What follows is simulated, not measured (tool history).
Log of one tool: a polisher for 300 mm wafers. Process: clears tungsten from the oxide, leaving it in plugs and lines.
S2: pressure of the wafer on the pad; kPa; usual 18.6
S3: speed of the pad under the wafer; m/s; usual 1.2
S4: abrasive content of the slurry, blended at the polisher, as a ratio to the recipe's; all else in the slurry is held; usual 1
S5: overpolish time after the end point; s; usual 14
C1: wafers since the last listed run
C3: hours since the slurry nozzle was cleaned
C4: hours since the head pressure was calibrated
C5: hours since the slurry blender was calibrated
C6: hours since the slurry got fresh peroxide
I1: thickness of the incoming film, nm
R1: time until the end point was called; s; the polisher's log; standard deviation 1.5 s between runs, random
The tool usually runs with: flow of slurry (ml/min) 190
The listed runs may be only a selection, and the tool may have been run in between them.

Run 1, day 0: usual settings; C1 0; wafers polished on this pad 61; C3 133.4; C4 1397.4; C5 165; C6 8.5; I1 543.9. Result: R1 106.4 s.
Run 2, day 0.583: usual settings; C1 71; wafers polished on this pad 132; C3 147.4; C4 1411.4; C5 179; C6 22.5; I1 548.9. Result: R1 119.1 s.
Run 3, day 1.117: usual settings; C1 65; wafers polished on this pad 198; C3 160.2; C4 1424.2; C5 191.8; C6 35.3; I1 537.8. Result: R1 117.8 s.
Run 4, day 1.608: usual settings but S5 10 s; C1 60; wafers polished on this pad 258; C3 172; C4 1436; C5 203.6; C6 47.1; I1 540.2. Result: R1 119.3 s.
At day 1.721: slurry tank refilled with fresh slurry and peroxide.
Run 5, day 2.038: usual settings but S5 10 s; C1 47; wafers polished on this pad 306; C3 182.3; C4 1446.3; C5 213.9; C6 7.6; I1 552.5. Result: R1 108.9 s.
Run 6, day 2.388: usual settings but S5 10 s; C1 42; wafers polished on this pad 349; C3 190.7; C4 1454.7; C5 222.3; C6 16; I1 539.2. Result: R1 112.3 s.
At day 3.258: slurry blender recalibrated.
Run 7, day 3.296: usual settings but S5 19 s; C1 101; wafers polished on this pad 450; C3 212.5; C4 1476.5; C5 0.9; C6 37.8; I1 541.3. Result: R1 118.7 s.
At day 3.446: slurry tank refilled with fresh slurry and peroxide.
Run 8, day 3.642: usual settings; C1 37; wafers polished on this pad 487; C3 220.8; C4 1484.8; C5 9.2; C6 4.7; I1 545.8. Result: R1 105.3 s.
At day 4.062: slurry nozzle cleaned.
Run 9, day 4.375: usual settings; C1 84; wafers polished on this pad 572; C3 7.5; C4 1502.4; C5 26.8; C6 22.3; I1 543.5. Result: R1 115.6 s.
At day 4.667: head pressure recalibrated.
Run 10, day 4.712: usual settings but flow of slurry (ml/min) 250, S3 1.02 m/s; C1 31; wafers polished on this pad 604; C3 15.6; C4 1.1; C5 34.9; C6 30.4; I1 537.3. Result: R1 136.2 s.
At day 5.221: slurry tank refilled with fresh slurry and peroxide.
Run 11, day 5.338: usual settings but flow of slurry (ml/min) 250, S4 1.2, S5 10 s; C1 71; wafers polished on this pad 675; C3 30.6; C4 16.1; C5 49.9; C6 2.8; I1 542.2. Result: R1 92.5 s.
Run 12, day 5.85: usual settings but S2 23.4 kPa, S3 0.8 m/s; C1 62; wafers polished on this pad 738; C3 42.9; C4 28.4; C5 62.2; C6 15.1; I1 541.8. Result: R1 131.5 s.
At day 6.267: worn pad replaced by a new one.
Run 13, day 6.571: usual settings but flow of slurry (ml/min) 250, S5 17 s; C1 68; wafers polished on this pad 37; C3 60.2; C4 45.7; C5 79.5; C6 32.4; I1 549. Result: R1 117.1 s.
At day 6.879: slurry tank refilled with fresh slurry and peroxide.
Run 14, day 7.129: usual settings but flow of slurry (ml/min) 230, S2 20.7 kPa, S4 0.8, S5 18 s; C1 63; wafers polished on this pad 100; C3 73.6; C4 59.1; C5 92.9; C6 6; I1 544.7. Result: R1 99.2 s.
Run 15, day 7.958: usual settings but S2 24.8 kPa; C1 101; wafers polished on this pad 202; C3 93.5; C4 79; C5 112.8; C6 25.9; I1 535.9. Result: R1 88.3 s.
Run 16, day 8.542: usual settings; C1 71; wafers polished on this pad 274; C3 107.5; C4 93; C5 126.8; C6 39.9; I1 544.9. Result: R1 126.4 s.

Here are 5 independent what-if runs from the current tool condition. What would each one return?
Run A, day 8.562: usual settings but S2 15.9 kPa; C1 2; wafers polished on this pad 277; C3 108; C4 93.5; C5 127.3; C6 40.4; I1 543.9. Result: R1 ?.
Run B, day 8.562: usual settings but S2 13.8 kPa, S3 1.48 m/s, S4 1.25; C1 2; wafers polished on this pad 277; C3 108; C4 93.5; C5 127.3; C6 40.4; I1 543.9. Result: R1 ?.
Run C, day 8.562: usual settings but S2 24.1 kPa, S4 1.25; C1 2; wafers polished on this pad 277; C3 108; C4 93.5; C5 127.3; C6 40.4; I1 543.9. Result: R1 ?.
Run D, day 8.562: usual settings but S3 0.94 m/s, S4 0.75; C1 2; wafers polished on this pad 277; C3 108; C4 93.5; C5 127.3; C6 40.4; I1 543.9. Result: R1 ?.
Run E, day 8.562: usual settings but flow of slurry (ml/min) 210, S4 1.15; C1 2; wafers polished on this pad 277; C3 108; C4 93.5; C5 127.3; C6 40.4; I1 543.9. Result: R1 ?.

run     R1
  A  145.7
  B  128.1
  C   90.3
  D    171
  E  118.6
Stripped of hidden state, with their random variation kept, the same runs would have yielded:
run     R1
  A  114.6
  B  100.7
  C     71
  D  134.5
  E   93.3
